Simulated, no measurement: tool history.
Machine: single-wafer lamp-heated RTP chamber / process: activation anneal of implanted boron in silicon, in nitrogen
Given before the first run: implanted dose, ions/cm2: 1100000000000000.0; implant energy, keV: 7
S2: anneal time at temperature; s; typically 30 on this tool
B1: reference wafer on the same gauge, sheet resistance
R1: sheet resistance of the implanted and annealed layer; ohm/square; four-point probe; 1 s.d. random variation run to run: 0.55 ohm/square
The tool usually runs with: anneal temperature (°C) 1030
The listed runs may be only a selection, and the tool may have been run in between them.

run 1 day=0.000 | anneal_temperature_(°C)=1030 S2=30 | B1=112.78 | R1=121.92
run 2 day=0.688 | anneal_temperature_(°C)=1015 S2=30 | B1=113.24 | R1=127.32
run 3 day=1.321 | anneal_temperature_(°C)=1015 S2=30 | B1=112.97 | R1=128.05
run 4 day=2.679 | anneal_temperature_(°C)=1030 S2=23 | B1=112.99 | R1=122.54
run 5 day=3.771 | anneal_temperature_(°C)=1030 S2=23 | B1=112.95 | R1=122.63
run 6 day=4.850 | anneal_temperature_(°C)=1030 S2=23 | B1=112.99 | R1=122.11
run 7 day=5.583 | anneal_temperature_(°C)=1030 S2=30 | B1=112.99 | R1=120.07
run 8 day=6.842 | anneal_temperature_(°C)=1030 S2=30 | B1=112.87 | R1=119.79
run 9 day=7.996 | anneal_temperature_(°C)=1030 S2=30 | B1=112.79 | R1=119.82
run 10 day=9.229 | anneal_temperature_(°C)=1042 S2=37 | B1=113.01 | R1=113.89
-- day=10.025 pyrometer window cleaned and pyrometer calibrated
run 11 day=10.188 | anneal_temperature_(°C)=1011 S2=30 | B1=112.93 | R1=130.76
run 12 day=11.396 | anneal_temperature_(°C)=1011 S2=30 | B1=112.93 | R1=130.48
run 13 day=12.042 | anneal_temperature_(°C)=1011 S2=30 | B1=112.94 | R1=129.25
run 14 day=13.050 | anneal_temperature_(°C)=1042 S2=30 | B1=112.80 | R1=116.16
run 15 day=14.400 | anneal_temperature_(°C)=1011 S2=30 | B1=112.89 | R1=129.38
run 16 day=15.204 | anneal_temperature_(°C)=1030 S2=41 | B1=113.08 | R1=117.53
run 17 day=15.862 | anneal_temperature_(°C)=1011 S2=30 | B1=113.08 | R1=128.54
-- day=16.750 gauge calibrated
-- day=16.758 reflector plate cleaned
run 18 day=17.317 | anneal_temperature_(°C)=1030 S2=46 | B1=113.10 | R1=120.74
run 19 day=18.671 | anneal_temperature_(°C)=1030 S2=30 | B1=113.03 | R1=123.56
run 20 day=19.454 | anneal_temperature_(°C)=1030 S2=30 | B1=112.98 | R1=121.63
run 21 day=20.104 | anneal_temperature_(°C)=1046 S2=25 | B1=113.01 | R1=117.96
run 22 day=21.038 | anneal_temperature_(°C)=1006 S2=21 | B1=113.00 | R1=136.33
run 23 day=22.104 | anneal_temperature_(°C)=1016 S2=43 | B1=113.05 | R1=124.76
-- day=22.571 pyrometer window cleaned and pyrometer calibrated
run 24 day=23.367 | anneal_temperature_(°C)=1011 S2=41 | B1=112.95 | R1=129.35
run 25 day=23.892 | anneal_temperature_(°C)=1050 S2=30 | B1=112.78 | R1=115.85
run 26 day=24.871 | anneal_temperature_(°C)=1038 S2=41 | B1=113.01 | R1=115.89
run 27 day=26.004 | anneal_temperature_(°C)=1018 S2=13 | B1=112.86 | R1=135.42
run 28 day=26.517 | anneal_temperature_(°C)=1038 S2=42 | B1=113.15 | R1=115.63
run 29 day=27.475 | anneal_temperature_(°C)=1009 S2=43 | B1=112.87 | R1=128.24
run 30 day=28.488 | anneal_temperature_(°C)=1030 S2=30 | B1=113.09 | R1=121.71
run 31 day=29.383 | anneal_temperature_(°C)=1059 S2=16 | B1=112.94 | R1=117.44
run 32 day=30.308 | anneal_temperature_(°C)=1030 S2=45 | B1=113.05 | R1=117.14
run 33 day=31.029 | anneal_temperature_(°C)=1030 S2=30 | B1=113.11 | R1=120.71
run 34 day=31.792 | anneal_temperature_(°C)=1030 S2=30 | B1=112.90 | R1=120.63
run 35 day=33.167 | anneal_temperature_(°C)=1030 S2=30 | B1=112.96 | R1=120.39
run 36 day=35.488 | anneal_temperature_(°C)=1051 S2=40 | B1=113.03 | R1=112.00

Forecast each of these 5 alternatives for the next run:
run A day=35.504 | anneal_temperature_(°C)=1030 S2=18 | B1=? | R1=?
run B day=35.504 | anneal_temperature_(°C)=1012 S2=24 | B1=? | R1=?
run C day=35.504 | anneal_temperature_(°C)=1046 S2=37 | B1=? | R1=?
run D day=35.504 | anneal_temperature_(°C)=1021 S2=15 | B1=? | R1=?
run E day=35.504 | anneal_temperature_(°C)=1059 S2=46 | B1=? | R1=?

run=A B1=113.12 R1=125.96
run=B B1=113.12 R1=131.07
run=C B1=113.12 R1=114.08
run=D B1=113.12 R1=131.28
run=E B1=113.12 R1=111.17
What these runs would have given with no unlogged condition in the tool:
run=A R1=131.46
run=B R1=136.72
run=C R1=117.81
run=D R1=136.75
run=E R1=112.62

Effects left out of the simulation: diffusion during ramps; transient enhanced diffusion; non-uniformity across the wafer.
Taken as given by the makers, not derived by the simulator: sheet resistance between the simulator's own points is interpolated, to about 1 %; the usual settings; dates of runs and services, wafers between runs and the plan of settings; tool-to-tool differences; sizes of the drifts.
